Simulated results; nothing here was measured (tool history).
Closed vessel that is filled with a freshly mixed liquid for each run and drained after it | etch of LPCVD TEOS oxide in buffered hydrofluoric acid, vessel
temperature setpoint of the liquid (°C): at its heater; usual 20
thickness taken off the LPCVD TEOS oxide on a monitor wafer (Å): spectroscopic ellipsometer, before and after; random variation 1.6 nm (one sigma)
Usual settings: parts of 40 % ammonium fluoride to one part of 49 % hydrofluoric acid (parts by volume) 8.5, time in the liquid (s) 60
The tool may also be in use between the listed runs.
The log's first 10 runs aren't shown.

run	hour	temperature setpoint of the liquid (°C)	parts of 40 % ammonium fluoride to one part of 49 % hydrofluoric acid (parts by volume)	time in the liquid (s)	wafers since the last listed run	hours since the thermometer was replaced	hours since the hydrofluoric acid flow meter was replaced	hours since the gauge calibration	read-back film thickness of the LPCVD TEOS oxide reference wafer, read on the same gauge (nm)	thickness taken off the LPCVD TEOS oxide on a monitor wafer (Å)
11	349	20	11.5	60	1781	393.3	1056.9	322.9	70.01	1259.8
# hour 361.9: hydrofluoric acid flow meter replaced
12	375.7	18	10.5	40	2646	420	13.8	349.6	69.99	794.5
13	405.4	18.5	8.5	50	3058	449.7	43.5	379.3	69.98	1241.2
14	439.3	20	8.5	30	3490	483.6	77.4	413.2	69.98	810.7
15	469.3	20	8.5	60	3089	513.6	107.4	443.2	69.96	1600.8
16	496.5	23.5	5	90	2800	540.8	134.6	470.4	70.07	4734.9
17	528	20	9.5	75	3243	572.3	166.1	501.9	70.02	1828.2
18	543.3	17	8.5	60	1575	587.6	181.4	517.2	69.99	1336.9
19	564.3	24.5	6.5	75	2162	608.6	202.4	538.2	69.96	3204.4
20	577.4	20	8.5	60	1348	621.7	215.5	551.3	69.98	1560.8
21	608.5	17	9.5	45	3202	652.8	246.6	582.4	69.98	898.2
# hour 615.1: hydrofluoric acid flow meter replaced, repeated, since the last time left the tool worse
22	643.5	20	7	60	3501	687.8	28.4	617.4	69.95	2252.7
23	661.3	18	8.5	60	1832	705.6	46.2	635.2	69.99	1589.3
24	679.9	20	8.5	60	1915	724.2	64.8	653.8	69.98	1825
25	701.8	20	8.5	60	2255	746.1	86.7	675.7	69.97	1775
26	728.4	17	8.5	85	2739	772.7	113.3	702.3	70.03	2144.5
# hour 737: gauge calibrated
27	747.1	23.5	8.5	40	1925	791.4	132	10.1	69.98	1445.7
28	777.4	20	6	45	3120	821.7	162.3	40.4	69.96	1909.9
29	799.3	20	8.5	60	2255	843.6	184.2	62.3	70.06	1797.5
30	826.4	24	12	30	2790	870.7	211.3	89.4	70.05	801.1
31	846.6	20	6.5	90	2080	890.9	231.5	109.6	70.02	3520.5
32	861.8	20	8.5	70	1565	906.1	246.7	124.8	69.97	2068.8

5 ways to go on from here, each from the tool as it stands after run 32. What would each give?
A	862.5	20	8.5	60	72	906.8	247.4	125.5	?	?
B	862.5	18	5.5	75	72	906.8	247.4	125.5	?	?
C	862.5	18	10.5	50	72	906.8	247.4	125.5	?	?
D	862.5	20	8.5	35	72	906.8	247.4	125.5	?	?
E	862.5	22.5	8.5	60	72	906.8	247.4	125.5	?	?

run	read-back film thickness of the LPCVD TEOS oxide reference wafer, read on the same gauge (nm)	thickness taken off the LPCVD TEOS oxide on a monitor wafer (Å)
A	69.97	1788.7
B	69.97	3048.8
C	69.97	1119.4
D	69.97	1043.4
E	69.97	2054.9
Without the tool's hidden state the same runs would have given:
run	thickness taken off the LPCVD TEOS oxide on a monitor wafer (Å)
A	1830.3
B	3104.2
C	1142.8
D	1067.7
E	2102.6

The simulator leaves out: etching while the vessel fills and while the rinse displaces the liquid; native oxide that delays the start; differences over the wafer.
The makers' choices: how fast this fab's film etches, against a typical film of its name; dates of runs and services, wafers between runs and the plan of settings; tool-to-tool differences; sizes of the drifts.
